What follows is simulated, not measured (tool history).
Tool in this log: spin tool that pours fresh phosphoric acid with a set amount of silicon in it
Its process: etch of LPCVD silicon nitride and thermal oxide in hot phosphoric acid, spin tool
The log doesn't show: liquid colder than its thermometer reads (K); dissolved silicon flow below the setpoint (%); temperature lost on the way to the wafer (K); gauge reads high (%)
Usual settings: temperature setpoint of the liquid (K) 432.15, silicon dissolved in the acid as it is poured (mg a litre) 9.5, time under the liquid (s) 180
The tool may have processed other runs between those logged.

run,day,temperature setpoint of the liquid (K),silicon dissolved in the acid as it is poured (mg a litre),time under the liquid (s),wafers since the last listed run,hours since the thermometer was replaced,hours since the dissolved silicon flow meter was replaced,hours since the heated supply line was repaired,hours since the gauge calibration,"read-back film thickness of the LPCVD silicon nitride reference wafer, read on the same gauge (nm)","read-back film thickness of the thermal oxide reference wafer, read on the same gauge (nm)",thickness taken off the LPCVD silicon nitride on a monitor wafer (angstrom),thickness taken off the thermal oxide on a monitor wafer (angstrom)
1,0,432.15,9.5,180,0,2742.5,145.1,2869.4,452.5,100,40.009,132.1,2.65
2,1.008,432.15,9.5,180,178,2766.7,169.3,2893.6,476.7,99.99,39.966,132,2.42
# day 1.333: gauge calibrated
3,2.267,432.15,9.5,180,223,2796.9,199.5,2923.8,22.4,100.01,40.003,132.1,2.72
4,3.558,432.15,9.5,180,229,2827.9,230.5,2954.8,53.4,100,39.987,131.7,2.76
5,4.967,432.15,9.5,180,249,2861.7,264.3,2988.6,87.2,100,40.007,130.1,2.56
# day 5.292: thermometer replaced
6,5.521,432.15,9.5,180,90,5.5,277.6,3001.9,100.5,100.01,39.966,130.8,2.59
7,6.938,432.15,9.5,180,251,39.5,311.6,3035.9,134.5,100.02,39.986,132.6,2.53
8,8.425,432.15,9.5,180,263,75.2,347.3,3071.6,170.2,100,40.027,131.5,2.59
9,9.112,432.15,9.5,285,121,91.7,363.8,3088.1,186.7,99.99,39.993,209.4,3.92
10,9.754,432.15,3.5,180,113,107.1,379.2,3103.5,202.1,100.01,39.999,130.3,3.18
11,10.392,432.15,9.5,180,113,122.4,394.5,3118.8,217.4,100,40.007,131.5,2.44
12,11.421,434.65,3,180,182,147.1,419.2,3143.5,242.1,99.99,40.032,143.2,3.52
13,12.083,433.65,7.5,135,117,163,435.1,3159.4,258,100,39.999,104.1,2.28
# day 12.825: heated supply line repaired
14,12.904,434.65,9.5,125,138,182.7,454.8,1.9,277.7,100.03,40.026,111.4,2.82
# day 13.192: dissolved silicon flow meter replaced
15,13.95,429.65,7.5,215,178,207.8,18.2,27,302.8,99.99,40.028,161.2,3.26
16,15.308,433.15,16,75,240,240.4,50.8,59.6,335.4,100.01,40.016,62.8,1.23
17,16.312,435.15,3,135,178,264.5,74.9,83.7,359.5,100.02,40.012,122.5,3.57
18,17.279,432.15,7,180,171,287.7,98.1,106.9,382.7,100.03,39.993,148.2,3.83
19,18.621,432.15,9.5,180,237,319.9,130.3,139.1,414.9,100.01,39.987,148.7,3.05
20,19.862,432.15,9.5,285,220,349.7,160.1,168.9,444.7,99.99,39.993,230.6,5.23
21,20.975,432.15,15,245,197,376.4,186.8,195.6,471.4,100.01,40.018,201.2,4.28
22,21.988,433.15,9.5,275,179,400.7,211.1,219.9,495.7,100.01,39.979,231.9,4.81
23,23.267,432.15,9.5,180,226,431.4,241.8,250.6,526.4,99.99,39.994,146.4,3.29

Predict each of these 3 candidate next runs independently; none follows another, all start after run 23:
A,23.288,432.15,9.5,180,3,431.9,242.3,251.1,526.9,?,?,?,?
B,23.288,430.15,5.5,180,3,431.9,242.3,251.1,526.9,?,?,?,?
C,23.288,432.15,15.5,180,3,431.9,242.3,251.1,526.9,?,?,?,?

run,"read-back film thickness of the LPCVD silicon nitride reference wafer, read on the same gauge (nm)","read-back film thickness of the thermal oxide reference wafer, read on the same gauge (nm)",thickness taken off the LPCVD silicon nitride on a monitor wafer (angstrom),thickness taken off the thermal oxide on a monitor wafer (angstrom)
A,99.99,39.993,146.1,3.23
B,99.99,39.993,136.5,3.02
C,99.99,39.993,146.1,2.8
Stripped of hidden state, with their random variation kept, the same runs would have yielded:
run,thickness taken off the LPCVD silicon nitride on a monitor wafer (angstrom),thickness taken off the thermal oxide on a monitor wafer (angstrom)
A,148.6,3.35
B,138.9,3.14
C,148.6,2.91
